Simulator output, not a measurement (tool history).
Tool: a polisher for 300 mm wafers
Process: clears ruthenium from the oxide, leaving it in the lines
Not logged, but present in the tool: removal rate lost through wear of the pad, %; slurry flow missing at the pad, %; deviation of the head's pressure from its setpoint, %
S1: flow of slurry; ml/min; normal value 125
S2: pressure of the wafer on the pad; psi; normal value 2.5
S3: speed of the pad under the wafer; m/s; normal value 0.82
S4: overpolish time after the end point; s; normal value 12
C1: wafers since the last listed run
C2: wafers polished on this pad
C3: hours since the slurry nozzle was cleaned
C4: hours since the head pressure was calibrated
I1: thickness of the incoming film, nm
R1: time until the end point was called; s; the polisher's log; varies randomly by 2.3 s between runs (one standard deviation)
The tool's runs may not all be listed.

Run 1, hour 0: usual settings; C1 0; C2 397; C3 403.4; C4 474.3; I1 169.1. Result: R1 148.3 s.
Run 2, hour 9.2: usual settings; C1 67; C2 465; C3 412.6; C4 483.5; I1 168.7. Result: R1 145 s.
Run 3, hour 17.6: usual settings; C1 61; C2 526; C3 421; C4 491.9; I1 170.2. Result: R1 149.7 s.
Run 4, hour 33.4: usual settings; C1 115; C2 642; C3 436.8; C4 507.7; I1 172.4. Result: R1 157.3 s.
Run 5, hour 44.3: usual settings but S4 17 s; C1 79; C2 721; C3 447.7; C4 518.6; I1 170.1. Result: R1 154.1 s.
Run 6, hour 51.5: usual settings but S3 0.72 m/s; C1 52; C2 774; C3 454.9; C4 525.8; I1 170.3. Result: R1 173.5 s.
Run 7, hour 68.6: usual settings but S3 0.72 m/s; C1 125; C2 899; C3 472; C4 542.9; I1 172.9. Result: R1 178.6 s.
At hour 69.7: slurry nozzle cleaned.
Run 8, hour 83.9: usual settings; C1 104; C2 1004; C3 14.2; C4 558.2; I1 168. Result: R1 161.4 s.
Run 9, hour 94.3: usual settings but S1 115 ml/min, S3 1.04 m/s, S4 6 s; C1 76; C2 1080; C3 24.6; C4 568.6; I1 171.8. Result: R1 135.4 s.
Run 10, hour 108.6: usual settings; C1 104; C2 1184; C3 38.9; C4 582.9; I1 169.5. Result: R1 168.8 s.
At hour 114.1: head pressure recalibrated.
Run 11, hour 118.4: usual settings but S1 90 ml/min, S4 17 s; C1 57; C2 1241; C3 48.7; C4 4.3; I1 168.2. Result: R1 176.6 s.
At hour 128.4: worn pad replaced by a new one.
Run 12, hour 130.7: usual settings but S3 1.02 m/s; C1 60; C2 16; C3 61; C4 16.6; I1 169.4. Result: R1 119.8 s.
Run 13, hour 139.7: usual settings but S2 3.4 psi; C1 65; C2 82; C3 70; C4 25.6; I1 170.4. Result: R1 120 s.
Run 14, hour 152.7: usual settings but S1 100 ml/min, S2 2.2 psi, S3 0.64 m/s, S4 15 s; C1 95; C2 177; C3 83; C4 38.6; I1 169.3. Result: R1 196.4 s.
Run 15, hour 163.1: usual settings; C1 76; C2 253; C3 93.4; C4 49; I1 168.1. Result: R1 148.8 s.

Consider 4 possible next runs. They are alternatives, not a sequence: every one starts from the tool as it was left by run 15. What does each give?
Run A, hour 163.6: usual settings; C1 3; C2 257; C3 93.9; C4 49.5; I1 169.2. Result: R1 ?.
Run B, hour 163.6: usual settings but S1 100 ml/min, S2 3.4 psi; C1 3; C2 257; C3 93.9; C4 49.5; I1 169.2. Result: R1 ?.
Run C, hour 163.6: usual settings but S2 1.9 psi, S3 0.66 m/s, S4 18 s; C1 3; C2 257; C3 93.9; C4 49.5; I1 169.2. Result: R1 ?.
Run D, hour 163.6: usual settings but S1 150 ml/min, S2 2.8 psi, S3 0.6 m/s, S4 18 s; C1 3; C2 257; C3 93.9; C4 49.5; I1 169.2. Result: R1 ?.

run     R1
  A    147
  B  124.7
  C  206.5
  D  172.5
Without the tool's hidden state the same runs would have given:
run     R1
  A  145.6
  B  123.4
  C  204.4
  D  170.8
